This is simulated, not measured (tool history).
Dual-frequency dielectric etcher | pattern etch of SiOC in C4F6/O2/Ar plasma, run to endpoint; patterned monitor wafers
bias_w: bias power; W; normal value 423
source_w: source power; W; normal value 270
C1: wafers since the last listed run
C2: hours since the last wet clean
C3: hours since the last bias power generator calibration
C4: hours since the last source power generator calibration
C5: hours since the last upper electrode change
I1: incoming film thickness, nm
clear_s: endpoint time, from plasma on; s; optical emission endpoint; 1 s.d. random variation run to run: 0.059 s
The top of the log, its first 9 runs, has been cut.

{"run": 10, "hour": 100.9, "bias_w": 423, "source_w": 270, "C1": 181, "C2": 673.4, "C3": 14.6, "C4": 2426.7, "C5": 5010.9, "I1": 28.56, "clear_s": 11.4}
{"run": 11, "hour": 111.5, "bias_w": 423, "source_w": 270, "C1": 151, "C2": 684, "C3": 25.2, "C4": 2437.3, "C5": 5021.5, "I1": 28.55, "clear_s": 11.4}
{"hour": 139.4, "done": "wet clean of the chamber"}
{"run": 12, "hour": 139.9, "bias_w": 423, "source_w": 270, "C1": 62, "C2": 0.5, "C3": 53.6, "C4": 2465.7, "C5": 5049.9, "I1": 28.82, "clear_s": 12.8}
{"run": 13, "hour": 140.2, "bias_w": 423, "source_w": 290, "C1": 4, "C2": 0.8, "C3": 53.9, "C4": 2466, "C5": 5050.2, "I1": 28.69, "clear_s": 12.2}
{"run": 14, "hour": 149.0, "bias_w": 459, "source_w": 330, "C1": 125, "C2": 9.6, "C3": 62.7, "C4": 2474.8, "C5": 5059, "I1": 28.8, "clear_s": 11.1}
{"run": 15, "hour": 156.2, "bias_w": 364, "source_w": 270, "C1": 102, "C2": 16.8, "C3": 69.9, "C4": 2482, "C5": 5066.2, "I1": 28.92, "clear_s": 13.4}
{"run": 16, "hour": 171.8, "bias_w": 423, "source_w": 270, "C1": 222, "C2": 32.4, "C3": 85.5, "C4": 2497.6, "C5": 5081.8, "I1": 28.7, "clear_s": 12.8}
{"hour": 204.8, "done": "wet clean of the chamber, repeated, since the last time left the tool worse"}
{"run": 17, "hour": 205.3, "bias_w": 363, "source_w": 270, "C1": 135, "C2": 0.5, "C3": 119, "C4": 2531.1, "C5": 5115.3, "I1": 28.69, "clear_s": 12.5}
{"run": 18, "hour": 205.6, "bias_w": 423, "source_w": 270, "C1": 4, "C2": 0.8, "C3": 119.3, "C4": 2531.4, "C5": 5115.6, "I1": 28.85, "clear_s": 11.9}
{"run": 19, "hour": 255.6, "bias_w": 320, "source_w": 240, "C1": 714, "C2": 50.8, "C3": 169.3, "C4": 2581.4, "C5": 5165.6, "I1": 28.61, "clear_s": 13.8}
{"hour": 280.0, "done": "upper electrode replaced"}
{"run": 20, "hour": 280.5, "bias_w": 321, "source_w": 320, "C1": 12, "C2": 75.7, "C3": 194.2, "C4": 2606.3, "C5": 0.5, "I1": 28.82, "clear_s": 11.8}
{"run": 21, "hour": 280.8, "bias_w": 330, "source_w": 210, "C1": 4, "C2": 76, "C3": 194.5, "C4": 2606.6, "C5": 0.8, "I1": 28.79, "clear_s": 15.1}
{"run": 22, "hour": 285.8, "bias_w": 395, "source_w": 230, "C1": 71, "C2": 81, "C3": 199.5, "C4": 2611.6, "C5": 5.8, "I1": 28.98, "clear_s": 13.4}
{"run": 23, "hour": 293.1, "bias_w": 423, "source_w": 310, "C1": 104, "C2": 88.3, "C3": 206.8, "C4": 2618.9, "C5": 13.1, "I1": 28.84, "clear_s": 11}
{"hour": 307.1, "done": "source power generator calibrated"}
{"run": 24, "hour": 307.6, "bias_w": 510, "source_w": 310, "C1": 150, "C2": 102.8, "C3": 221.3, "C4": 0.5, "C5": 27.6, "I1": 28.94, "clear_s": 10.3}
{"run": 25, "hour": 318.3, "bias_w": 369, "source_w": 300, "C1": 152, "C2": 113.5, "C3": 232, "C4": 11.2, "C5": 38.3, "I1": 28.84, "clear_s": 11.7}

What will run 26 give?
{"run": 26, "hour": 332.1, "bias_w": 423, "source_w": 210, "C1": 197, "C2": 127.3, "C3": 245.8, "C4": 25, "C5": 52.1, "I1": 28.93, "clear_s": "?"}

Run 26 measured clear_s 14 s.
Were there no unlogged condition in the tool, this run, its random variation unchanged, would have produced clear_s 14.1 s.
